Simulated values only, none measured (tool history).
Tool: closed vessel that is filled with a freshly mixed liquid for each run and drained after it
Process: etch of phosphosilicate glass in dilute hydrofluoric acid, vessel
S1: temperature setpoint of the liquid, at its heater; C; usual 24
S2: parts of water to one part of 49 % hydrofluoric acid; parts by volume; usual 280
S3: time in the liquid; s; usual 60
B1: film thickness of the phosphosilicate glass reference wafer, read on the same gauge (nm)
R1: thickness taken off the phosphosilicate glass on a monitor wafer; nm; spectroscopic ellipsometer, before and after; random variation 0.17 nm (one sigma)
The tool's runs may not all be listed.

{"run": 1, "hour": 0.0, "S1": 26.5, "S2": 280, "S3": 80, "B1": 79.98, "R1": 22.51}
{"run": 2, "hour": 211.2, "S1": 26.5, "S2": 280, "S3": 80, "B1": 79.98, "R1": 22.97}
{"run": 3, "hour": 312.7, "S1": 24, "S2": 280, "S3": 60, "B1": 79.99, "R1": 15.5}
{"run": 4, "hour": 385.9, "S1": 24, "S2": 280, "S3": 60, "B1": 80, "R1": 15.75}
{"run": 5, "hour": 450.8, "S1": 24, "S2": 280, "S3": 60, "B1": 80.01, "R1": 15.51}
{"run": 6, "hour": 510.7, "S1": 24, "S2": 280, "S3": 60, "B1": 80.05, "R1": 15.82}
{"run": 7, "hour": 600.3, "S1": 24, "S2": 280, "S3": 60, "B1": 80, "R1": 15.53}
{"hour": 691.4, "done": "hydrofluoric acid flow meter replaced"}
{"run": 8, "hour": 692.6, "S1": 24, "S2": 280, "S3": 60, "B1": 80.01, "R1": 18.67}
{"run": 9, "hour": 741.3, "S1": 24, "S2": 280, "S3": 60, "B1": 80, "R1": 18.78}
{"hour": 789.1, "done": "thermometer replaced"}
{"run": 10, "hour": 840.9, "S1": 24, "S2": 280, "S3": 60, "B1": 80.02, "R1": 17.03}
{"run": 11, "hour": 926.4, "S1": 24, "S2": 280, "S3": 60, "B1": 80.01, "R1": 17.05}
{"run": 12, "hour": 997.9, "S1": 28, "S2": 280, "S3": 35, "B1": 79.98, "R1": 11.31}
{"run": 13, "hour": 1063.2, "S1": 24, "S2": 280, "S3": 85, "B1": 80.02, "R1": 24.3}
{"hour": 1124.3, "done": "gauge calibrated"}
{"run": 14, "hour": 1139.2, "S1": 20, "S2": 220, "S3": 45, "B1": 80, "R1": 14.82}
{"run": 15, "hour": 1213.3, "S1": 24, "S2": 280, "S3": 60, "B1": 80.01, "R1": 17.2}
{"run": 16, "hour": 1273.2, "S1": 22, "S2": 280, "S3": 40, "B1": 79.99, "R1": 10.52}
{"run": 17, "hour": 1333.0, "S1": 24, "S2": 280, "S3": 60, "B1": 80.01, "R1": 17.44}

Forecast run 18:
{"run": 18, "hour": 1430.7, "S1": 22, "S2": 280, "S3": 60, "B1": "?", "R1": "?"}

{"run 18": {"B1": 80, "R1": 15.92}}
Without the tool's hidden state the same run would have given R1 16.03 nm.
